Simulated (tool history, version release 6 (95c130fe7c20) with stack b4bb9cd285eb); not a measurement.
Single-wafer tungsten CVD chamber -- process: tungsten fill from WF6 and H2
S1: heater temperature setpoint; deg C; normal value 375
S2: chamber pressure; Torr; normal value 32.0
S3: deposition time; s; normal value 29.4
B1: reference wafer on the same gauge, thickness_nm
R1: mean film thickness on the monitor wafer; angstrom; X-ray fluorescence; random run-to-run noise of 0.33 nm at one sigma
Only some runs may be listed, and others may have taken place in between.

run 1 hour=0.0 | S1=375 S2=32.0 S3=29.4 | B1=43.870 | R1=534.77
run 2 hour=78.4 | S1=375 S2=32.0 S3=29.4 | B1=43.871 | R1=534.79
run 3 hour=129.3 | S1=375 S2=32.0 S3=29.4 | B1=43.901 | R1=538.15
run 4 hour=181.4 | S1=375 S2=32.0 S3=29.4 | B1=43.906 | R1=529.79
-- hour=220.7 capacitance manometer re-zeroed and calibrated
run 5 hour=267.9 | S1=375 S2=32.0 S3=29.4 | B1=43.847 | R1=533.05
-- hour=278.3 showerhead replaced
run 6 hour=312.0 | S1=375 S2=32.0 S3=29.4 | B1=43.762 | R1=540.98
run 7 hour=378.4 | S1=375 S2=32.0 S3=29.4 | B1=43.765 | R1=541.16
-- hour=530.0 gauge calibrated
run 8 hour=688.5 | S1=375 S2=32.0 S3=29.4 | B1=44.907 | R1=544.29
run 9 hour=793.3 | S1=375 S2=32.0 S3=29.4 | B1=44.826 | R1=550.07
run 10 hour=833.8 | S1=375 S2=32.0 S3=29.4 | B1=44.914 | R1=553.66
run 11 hour=886.6 | S1=375 S2=32.0 S3=26.2 | B1=44.775 | R1=488.55
-- hour=945.4 thermocouple changed; heater temperature recalibrated
run 12 hour=950.8 | S1=383 S2=24.0 S3=25.0 | B1=44.753 | R1=461.16
run 13 hour=1032.1 | S1=369 S2=26.2 S3=26.1 | B1=44.739 | R1=392.47
run 14 hour=1134.8 | S1=383 S2=28.3 S3=24.2 | B1=44.703 | R1=489.63
run 15 hour=1206.9 | S1=375 S2=32.0 S3=29.4 | B1=44.683 | R1=547.90
run 16 hour=1276.1 | S1=367 S2=35.2 S3=29.4 | B1=44.688 | R1=496.17
run 17 hour=1323.6 | S1=375 S2=32.0 S3=29.4 | B1=44.577 | R1=547.91
run 18 hour=1378.6 | S1=379 S2=32.0 S3=23.7 | B1=44.574 | R1=470.60
run 19 hour=1438.8 | S1=375 S2=32.0 S3=29.4 | B1=44.628 | R1=540.98
run 20 hour=1536.6 | S1=385 S2=32.0 S3=34.5 | B1=44.566 | R1=766.15
run 21 hour=1598.7 | S1=375 S2=24.5 S3=29.4 | B1=44.448 | R1=469.22
run 22 hour=1689.2 | S1=375 S2=32.0 S3=29.4 | B1=44.547 | R1=546.03
run 23 hour=1785.4 | S1=375 S2=40.0 S3=27.9 | B1=44.385 | R1=580.57
run 24 hour=1841.4 | S1=375 S2=32.0 S3=29.4 | B1=44.376 | R1=537.81
-- hour=1866.1 capacitance manometer re-zeroed and calibrated
run 25 hour=1903.2 | S1=382 S2=24.1 S3=23.6 | B1=44.346 | R1=423.25
run 26 hour=1982.5 | S1=375 S2=32.0 S3=29.4 | B1=44.327 | R1=538.33
run 27 hour=2048.8 | S1=380 S2=32.0 S3=29.4 | B1=44.302 | R1=594.57
run 28 hour=2130.3 | S1=375 S2=32.0 S3=29.4 | B1=44.234 | R1=541.94
run 29 hour=2225.9 | S1=367 S2=25.2 S3=26.4 | B1=44.220 | R1=366.50
run 30 hour=2294.9 | S1=381 S2=32.0 S3=29.4 | B1=44.159 | R1=599.31
run 31 hour=2354.0 | S1=385 S2=26.4 S3=25.4 | B1=44.156 | R1=498.08
run 32 hour=2401.8 | S1=381 S2=25.1 S3=29.4 | B1=44.122 | R1=527.83
run 33 hour=2496.4 | S1=366 S2=28.8 S3=26.3 | B1=44.128 | R1=387.89
run 34 hour=2547.1 | S1=389 S2=37.4 S3=32.1 | B1=44.102 | R1=815.60
run 35 hour=2643.6 | S1=375 S2=32.0 S3=29.4 | B1=44.040 | R1=541.56

Hidden state or all else? Some run-to-run changes of R1, split into what the settings, what came in and random variation would give without the hidden state, and what is left for the hidden state (with any gauge scatter that isn't in both results):
Unlogged tool condition in this case: wafer temperature above the value expected at the setpoint (K); true pressure above the setpoint (%); gauge reads high (%).
Run 7 -> 8: gauge calibrated. R1 +3.13 angstrom: hidden state +13.75, all else -10.62.
Run 20 -> 21: S1 385 -> 375, S2 32.0 -> 24.5, S3 34.5 -> 29.4. R1 -296.93 angstrom: hidden state +4.83, all else -301.76.
Run 33 -> 34: S1 366 -> 389, S2 28.8 -> 37.4, S3 26.3 -> 32.1. R1 +427.71 angstrom: hidden state -11.80, all else +439.51.
Run 34 -> 35: S1 389 -> 375, S2 37.4 -> 32.0, S3 32.1 -> 29.4. R1 -274.04 angstrom: hidden state +6.92, all else -280.96.
